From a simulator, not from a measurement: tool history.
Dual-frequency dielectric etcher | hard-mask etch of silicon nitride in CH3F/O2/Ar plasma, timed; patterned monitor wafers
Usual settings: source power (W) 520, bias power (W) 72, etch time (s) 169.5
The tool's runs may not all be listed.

run,hour,source power (W),bias power (W),etch time (s),wafers since the last listed run,hours since the last wet clean,hours since the last source power generator calibration,hours since the last bias power generator calibration,hours since the last upper electrode change,hours since the gauge calibration,"read-back reference wafer on the same gauge, depth_nm",mean etch depth across the wafer (nm)
1,0,430,72,169.5,0,290,4459.5,1611.2,3727.7,170,152,127.2
2,15.6,430,72,169.5,72,305.6,4475.1,1626.8,3743.3,185.6,151.8,127.9
3,24.4,520,72,169.5,41,314.4,4483.9,1635.6,3752.1,194.4,152,141.9
4,68.3,520,72,169.5,204,358.3,4527.8,1679.5,3796,238.3,152,141.9
5,77.3,520,72,169.5,42,367.3,4536.8,1688.5,3805,247.3,152,141.1
6,94,520,72,169.5,77,384,4553.5,1705.2,3821.7,264,152,142.9
# hour 128: upper electrode replaced
7,128.5,480,72,169.5,49,418.5,4588,1739.7,0.5,298.5,152.1,136.8
8,128.8,480,72,169.5,1,418.8,4588.3,1740,0.8,298.8,152.1,138
# hour 130.9: gauge calibrated
# hour 133.9: bias power generator calibrated
9,134.9,480,72,169.5,9,424.9,4594.4,1,6.9,4,152.1,137
10,148.7,520,72,169.5,64,438.7,4608.2,14.8,20.7,17.8,152,143.4
11,157.6,600,61,214.5,41,447.6,4617.1,23.7,29.6,26.7,152,180.6
12,172.5,520,85,153.5,69,462.5,4632,38.6,44.5,41.6,152.1,140.7
13,192.3,590,72,144.5,92,482.3,4651.8,58.4,64.3,61.4,152.2,132
# hour 196.6: source power generator calibrated
# hour 222.3: wet clean of the chamber
14,222.8,430,72,169.5,11,0.5,26.2,88.9,94.8,91.9,152.1,123.3
15,223.2,520,72,169.5,1,0.9,26.6,89.3,95.2,92.3,152.1,136.6
16,229.8,610,87,190.5,30,7.5,33.2,95.9,101.8,98.9,151.8,182.1
17,243.7,410,82,192.5,64,21.4,47.1,109.8,115.7,112.8,152,146.2
18,254.6,520,72,169.5,50,32.3,58,120.7,126.6,123.7,151.9,137.9
19,267.9,570,54,134.5,62,45.6,71.3,134,139.9,137,152.1,100
20,285.5,600,59,169.5,82,63.2,88.9,151.6,157.5,154.6,151.9,134

5 ways to go on from here, each from the tool as it stands after run 20. What would each give?
A,286,520,72,169.5,2,63.7,89.4,152.1,158,155.1,?,?
B,286,520,89,169.5,2,63.7,89.4,152.1,158,155.1,?,?
C,286,580,72,211.5,2,63.7,89.4,152.1,158,155.1,?,?
D,286,400,57,184,2,63.7,89.4,152.1,158,155.1,?,?
E,286,520,72,216.5,2,63.7,89.4,152.1,158,155.1,?,?

run,"read-back reference wafer on the same gauge, depth_nm",mean etch depth across the wafer (nm)
A,152.2,138.8
B,152.2,153.9
C,152.2,183.7
D,152.2,114.7
E,152.2,177.3
Without the tool's hidden state the same runs would have given:
run,mean etch depth across the wafer (nm)
A,138.5
B,153.6
C,183.3
D,114.4
E,176.9

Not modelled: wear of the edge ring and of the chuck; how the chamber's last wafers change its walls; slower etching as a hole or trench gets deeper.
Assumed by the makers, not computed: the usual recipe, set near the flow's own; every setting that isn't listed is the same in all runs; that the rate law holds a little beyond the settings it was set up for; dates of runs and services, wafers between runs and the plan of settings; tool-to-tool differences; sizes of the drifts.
